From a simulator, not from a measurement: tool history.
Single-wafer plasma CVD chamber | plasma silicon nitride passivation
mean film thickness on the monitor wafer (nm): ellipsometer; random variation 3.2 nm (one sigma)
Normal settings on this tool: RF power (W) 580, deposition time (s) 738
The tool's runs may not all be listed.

run,hour,RF power (W),deposition time (s),"read-back reference wafer on the same gauge, thickness_nm",mean film thickness on the monitor wafer (nm)
1,0,580,738,1191.034,1067.036
2,84.6,580,834,1189.879,1200.055
3,133.9,580,834,1190.537,1203.984
4,198,580,738,1191.707,1063.299
5,243.2,580,738,1188.667,1070.509
6,344.3,580,738,1189.826,1061.673
7,380.7,675,738,1190.249,1104.398
8,466.7,675,738,1191.116,1104.447
9,546.7,580,738,1190.814,1061.365
10,613.2,580,808,1190.437,1166.719
11,663.2,580,808,1191.487,1158.663
12,757.9,580,738,1189.618,1057.374
13,813.4,580,738,1189.801,1056.43
14,892.2,580,738,1189.767,1048.727
15,946.2,580,738,1188.1,1056.452
16,1010.4,580,738,1189.695,1053.97
17,1101.2,580,738,1191.204,1051.197
18,1178.6,580,738,1190.136,1050.208
19,1260.4,580,738,1189.255,1052.574
20,1354,665,825,1190.119,1218.709
# hour 1447.6: RF generator calibrated
21,1456.6,480,679,1190.061,940.777
22,1536.3,615,854,1189.402,1263.622
23,1602.7,550,738,1188.476,1052.352
24,1671,520,879,1189.352,1236.752
25,1745.2,490,874,1190.113,1201.019
26,1785.1,505,738,1190.279,1032.806
27,1847.6,520,676,1189.44,952.693
28,1928.3,580,738,1191.82,1071.984
# hour 1936.6: gauge calibrated
29,2002.9,470,657,1189.092,897.35
30,2055.8,610,833,1190.573,1230.197
31,2154.9,540,738,1189.848,1048.377
# hour 2181.8: showerhead replaced
32,2228.8,580,738,1189.965,1064.395
33,2336.1,490,810,1190.197,1115.433
34,2385.2,580,738,1189.157,1057.82
35,2480.4,580,738,1190.038,1057.464
36,2534.6,580,858,1190.582,1232.588
37,2571.9,650,673,1189.662,999.03
38,2674.5,580,738,1189.396,1055.41
39,2757.4,535,777,1189.708,1088.138
40,2836.1,580,738,1189.698,1058.433
41,2928.4,515,738,1189.205,1021.722
42,3025.1,540,628,1191.63,879.731
43,3069.9,545,844,1189.454,1192.118

Forecast each of these 4 alternatives for the next run:
A,3070.5,580,738,?,?
B,3070.5,580,849,?,?
C,3070.5,550,779,?,?
D,3070.5,625,738,?,?

run,"read-back reference wafer on the same gauge, thickness_nm",mean film thickness on the monitor wafer (nm)
A,1191.657,1055.058
B,1191.657,1213.745
C,1191.657,1097.031
D,1191.657,1077.722
The same runs, with their run-to-run variation unchanged, on a tool lacking any hidden condition would have given:
run,mean film thickness on the monitor wafer (nm)
A,1075.295
B,1237.026
C,1118.074
D,1098.394
